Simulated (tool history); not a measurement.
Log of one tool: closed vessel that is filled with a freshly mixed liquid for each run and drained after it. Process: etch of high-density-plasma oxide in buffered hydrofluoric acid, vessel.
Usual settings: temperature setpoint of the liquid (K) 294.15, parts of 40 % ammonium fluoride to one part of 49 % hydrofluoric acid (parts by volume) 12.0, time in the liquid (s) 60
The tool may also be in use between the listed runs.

run	day	temperature setpoint of the liquid (K)	parts of 40 % ammonium fluoride to one part of 49 % hydrofluoric acid (parts by volume)	time in the liquid (s)	read-back film thickness of the high-density-plasma oxide reference wafer, read on the same gauge (nm)	thickness taken off the high-density-plasma oxide on a monitor wafer (Å)
1	0.000	294.15	12.0	60	49.97	455.4
2	1.988	294.15	12.0	60	50.00	458.9
3	4.896	294.15	12.0	60	50.00	453.9
4	7.217	294.15	12.0	60	49.99	448.4
5	10.146	294.15	12.0	60	50.02	445.0
6	12.758	294.15	12.0	60	50.00	443.5
# day 14.108: gauge calibrated
7	14.417	294.15	12.0	60	50.01	446.1
8	16.267	291.15	12.0	60	50.01	375.4
# day 16.683: hydrofluoric acid flow meter replaced
9	17.712	294.15	14.5	60	49.99	387.6
10	20.654	290.65	9.0	90	50.01	716.0
# day 21.429: thermometer replaced
11	22.633	290.15	13.5	60	50.01	373.6
12	24.846	294.15	12.0	35	50.00	304.0
13	26.304	298.65	12.0	30	49.98	332.0
14	29.242	290.65	15.0	60	50.01	339.3
15	36.571	294.15	12.0	60	50.00	509.0
16	44.175	298.65	14.0	60	50.00	549.3
17	45.950	290.65	15.0	60	50.01	330.2

Forecast each of these 5 alternatives for the next run:
A	45.979	294.15	12.0	60	?	?
B	45.979	298.15	9.5	60	?	?
C	45.979	297.15	9.5	50	?	?
D	45.979	292.15	12.0	45	?	?
E	45.979	297.65	8.0	80	?	?

run	read-back film thickness of the high-density-plasma oxide reference wafer, read on the same gauge (nm)	thickness taken off the high-density-plasma oxide on a monitor wafer (Å)
A	50.00	499.0
B	50.00	772.9
C	50.00	609.9
D	50.00	334.4
E	50.00	1168.7
Without the tool's hidden state the same runs would have given:
run	thickness taken off the high-density-plasma oxide on a monitor wafer (Å)
A	531.9
B	817.3
C	645.1
D	356.6
E	1246.7
